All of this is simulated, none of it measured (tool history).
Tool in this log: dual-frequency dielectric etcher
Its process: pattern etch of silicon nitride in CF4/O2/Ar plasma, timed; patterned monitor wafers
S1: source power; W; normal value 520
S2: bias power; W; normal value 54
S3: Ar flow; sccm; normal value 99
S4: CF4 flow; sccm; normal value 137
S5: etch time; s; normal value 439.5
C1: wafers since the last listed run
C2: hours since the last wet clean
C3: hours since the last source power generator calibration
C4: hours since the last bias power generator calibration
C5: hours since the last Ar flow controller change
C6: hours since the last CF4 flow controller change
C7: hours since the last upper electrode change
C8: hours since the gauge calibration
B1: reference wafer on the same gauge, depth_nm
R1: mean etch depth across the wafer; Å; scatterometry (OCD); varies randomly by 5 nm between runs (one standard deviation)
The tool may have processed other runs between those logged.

run,hour,S1,S2,S3,S4,S5,C1,C2,C3,C4,C5,C6,C7,C8,B1,R1
1,0.0,520,54,99,137,439.5,0,13.7,2406.8,2698.1,3612.1,2840.2,4734.9,275.5,744.2,8101
2,59.4,520,54,99,137,439.5,273,73.1,2466.2,2757.5,3671.5,2899.6,4794.3,334.9,743.4,7877
# hour 94.8: bias power generator calibrated
3,125.0,600,49,99,137,439.5,283,138.7,2531.8,30.2,3737.1,2965.2,4859.9,400.5,743.0,8646
4,159.0,490,54,99,137,439.5,156,172.7,2565.8,64.2,3771.1,2999.2,4893.9,434.5,743.0,7675
# hour 262.0: upper electrode replaced
# hour 298.9: CF4 flow controller replaced
5,325.7,450,45,108,137,537.0,628,339.4,2732.5,230.9,3937.8,26.8,63.7,601.2,743.1,7899
# hour 380.2: Ar flow controller replaced
6,382.5,520,54,91,110,493.5,233,396.2,2789.3,287.7,2.3,83.6,120.5,658.0,742.2,8882
# hour 442.1: wet clean of the chamber
7,442.6,520,54,99,137,439.5,165,0.5,2849.4,347.8,62.4,143.7,180.6,718.1,744.3,8051
# hour 491.8: source power generator calibrated
8,508.4,520,54,92,137,439.5,284,66.3,16.6,413.6,128.2,209.5,246.4,783.9,742.6,7752
9,563.3,520,54,99,110,310.5,252,121.2,71.5,468.5,183.1,264.4,301.3,838.8,742.0,5312
10,596.8,520,54,99,137,541.0,154,154.7,105.0,502.0,216.6,297.9,334.8,872.3,744.3,9600
11,626.3,520,54,99,137,439.5,135,184.2,134.5,531.5,246.1,327.4,364.3,901.8,743.9,7668
12,655.8,420,61,99,164,439.5,135,213.7,164.0,561.0,275.6,356.9,393.8,931.3,743.8,6978
13,706.7,520,48,99,105,335.0,234,264.6,214.9,611.9,326.5,407.8,444.7,982.2,744.5,5364
14,736.5,470,46,99,125,439.5,137,294.4,244.7,641.7,356.3,437.6,474.5,1012.0,742.6,6469
15,777.0,520,54,99,137,439.5,186,334.9,285.2,682.2,396.8,478.1,515.0,1052.5,741.7,7776
16,843.9,520,54,99,137,439.5,307,401.8,352.1,749.1,463.7,545.0,581.9,1119.4,743.6,7786
# hour 908.4: wet clean of the chamber
17,908.9,520,54,99,137,533.0,188,0.5,417.1,814.1,528.7,610.0,646.9,1184.4,745.6,9390
18,948.8,620,65,99,137,370.0,183,40.4,457.0,854.0,568.6,649.9,686.8,1224.3,744.6,8381
19,1020.0,520,54,120,125,439.5,327,111.6,528.2,925.2,639.8,721.1,758.0,1295.5,742.2,7610
20,1052.7,520,54,99,137,439.5,150,144.3,560.9,957.9,672.5,753.8,790.7,1328.2,742.2,7801

What if the next run were any one of these 5? Each begins from the tool's condition after run 20:
A,1053.2,520,54,80,137,439.5,2,144.8,561.4,958.4,673.0,754.3,791.2,1328.7,?,?
B,1053.2,630,54,118,120,513.0,2,144.8,561.4,958.4,673.0,754.3,791.2,1328.7,?,?
C,1053.2,520,54,112,137,392.0,2,144.8,561.4,958.4,673.0,754.3,791.2,1328.7,?,?
D,1053.2,520,68,99,137,477.0,2,144.8,561.4,958.4,673.0,754.3,791.2,1328.7,?,?
E,1053.2,490,54,99,137,332.5,2,144.8,561.4,958.4,673.0,754.3,791.2,1328.7,?,?

run,B1,R1
A,742.4,7935
B,742.4,10530
C,742.4,6940
D,742.4,9487
E,742.4,5626
Without the tool's unlogged condition, the same runs would have read:
run,R1
A,7935
B,10530
C,6940
D,9486
E,5626
